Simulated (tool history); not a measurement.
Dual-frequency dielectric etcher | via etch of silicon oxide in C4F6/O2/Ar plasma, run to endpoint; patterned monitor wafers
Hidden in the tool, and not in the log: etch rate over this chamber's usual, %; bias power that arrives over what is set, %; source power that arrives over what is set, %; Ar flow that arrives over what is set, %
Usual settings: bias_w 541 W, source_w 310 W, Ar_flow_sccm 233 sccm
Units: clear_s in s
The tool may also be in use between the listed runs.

| run | hour | bias_w | source_w | Ar_flow_sccm | wafers since the last listed run | hours since the last wet clean | hours since the last bias power generator calibration | hours since the last source power generator calibration | hours since the last Ar flow controller change | hours since the last upper electrode change | incoming incoming film thickness, nm | clear_s |
|---|---|---|---|---|---|---|---|---|---|---|---|---|
| 1 | 0.0 | 541 | 310 | 233 | 0 | 92.1 | 1671.7 | 1994.9 | 4722.4 | 2065.7 | 185.0 | 41.9 |
| 2 | 67.4 | 541 | 310 | 233 | 1213 | 159.5 | 1739.1 | 2062.3 | 4789.8 | 2133.1 | 184.8 | 41.6 |
| 3 | 106.6 | 541 | 310 | 233 | 705 | 198.7 | 1778.3 | 2101.5 | 4829.0 | 2172.3 | 181.9 | 40.5 |
| 4 | 170.4 | 541 | 310 | 233 | 1148 | 262.5 | 1842.1 | 2165.3 | 4892.8 | 2236.1 | 183.9 | 41.0 |
| 5 | 197.6 | 541 | 310 | 233 | 489 | 289.7 | 1869.3 | 2192.5 | 4920.0 | 2263.3 | 184.2 | 40.8 |
| 6 | 242.6 | 541 | 310 | 233 | 809 | 334.7 | 1914.3 | 2237.5 | 4965.0 | 2308.3 | 184.3 | 40.5 |
| 7 | 306.9 | 541 | 310 | 233 | 1157 | 399.0 | 1978.6 | 2301.8 | 5029.3 | 2372.6 | 183.1 | 40.0 |
|  | 358.2 | wet clean of the chamber |
| 8 | 358.7 | 541 | 310 | 233 | 500 | 0.5 | 2030.4 | 2353.6 | 5081.1 | 2424.4 | 184.7 | 42.7 |
| 9 | 374.2 | 541 | 280 | 233 | 278 | 16.0 | 2045.9 | 2369.1 | 5096.6 | 2439.9 | 184.8 | 43.3 |
| 10 | 428.9 | 541 | 280 | 233 | 984 | 70.7 | 2100.6 | 2423.8 | 5151.3 | 2494.6 | 184.3 | 43.1 |
| 11 | 462.6 | 541 | 280 | 233 | 606 | 104.4 | 2134.3 | 2457.5 | 5185.0 | 2528.3 | 183.5 | 42.7 |
|  | 474.9 | bias power generator calibrated |
| 12 | 490.1 | 541 | 310 | 233 | 422 | 131.9 | 15.2 | 2485.0 | 5212.5 | 2555.8 | 184.4 | 41.5 |
| 13 | 541.6 | 541 | 310 | 233 | 926 | 183.4 | 66.7 | 2536.5 | 5264.0 | 2607.3 | 183.9 | 41.7 |
|  | 626.6 | Ar flow controller replaced |
| 14 | 683.9 | 541 | 340 | 213 | 2453 | 325.7 | 209.0 | 2678.8 | 57.3 | 2749.6 | 183.8 | 39.5 |
| 15 | 721.2 | 498 | 360 | 216 | 671 | 363.0 | 246.3 | 2716.1 | 94.6 | 2786.9 | 184.6 | 40.2 |
| 16 | 751.7 | 584 | 310 | 194 | 548 | 393.5 | 276.8 | 2746.6 | 125.1 | 2817.4 | 183.6 | 38.1 |
|  | 788.1 | upper electrode replaced, of another model than before |
|  | 795.2 | wet clean of the chamber |
|  | 808.0 | source power generator calibrated |
| 17 | 865.6 | 541 | 310 | 233 | 1418 | 70.4 | 390.7 | 57.6 | 239.0 | 77.5 | 183.7 | 41.8 |
| 18 | 932.1 | 541 | 230 | 233 | 1196 | 136.9 | 457.2 | 124.1 | 305.5 | 144.0 | 183.0 | 42.9 |
| 19 | 958.1 | 541 | 310 | 195 | 467 | 162.9 | 483.2 | 150.1 | 331.5 | 170.0 | 184.7 | 40.4 |
| 20 | 986.1 | 428 | 380 | 273 | 503 | 190.9 | 511.2 | 178.1 | 359.5 | 198.0 | 185.1 | 48.9 |
| 21 | 1195.6 | 541 | 310 | 233 | 3770 | 400.4 | 720.7 | 387.6 | 569.0 | 407.5 | 183.8 | 40.5 |
|  | 1246.9 | wet clean of the chamber |
| 22 | 1247.4 | 461 | 310 | 233 | 500 | 0.5 | 772.5 | 439.4 | 620.8 | 459.3 | 184.2 | 47.3 |

Forecast run 23:
| 23 | 1292.8 | 541 | 310 | 248 | 817 | 45.9 | 817.9 | 484.8 | 666.2 | 504.7 | 184.9 | ? |

clear_s: 42.9 s
Without the tool's hidden state the same run would have given clear_s 43.1 s.
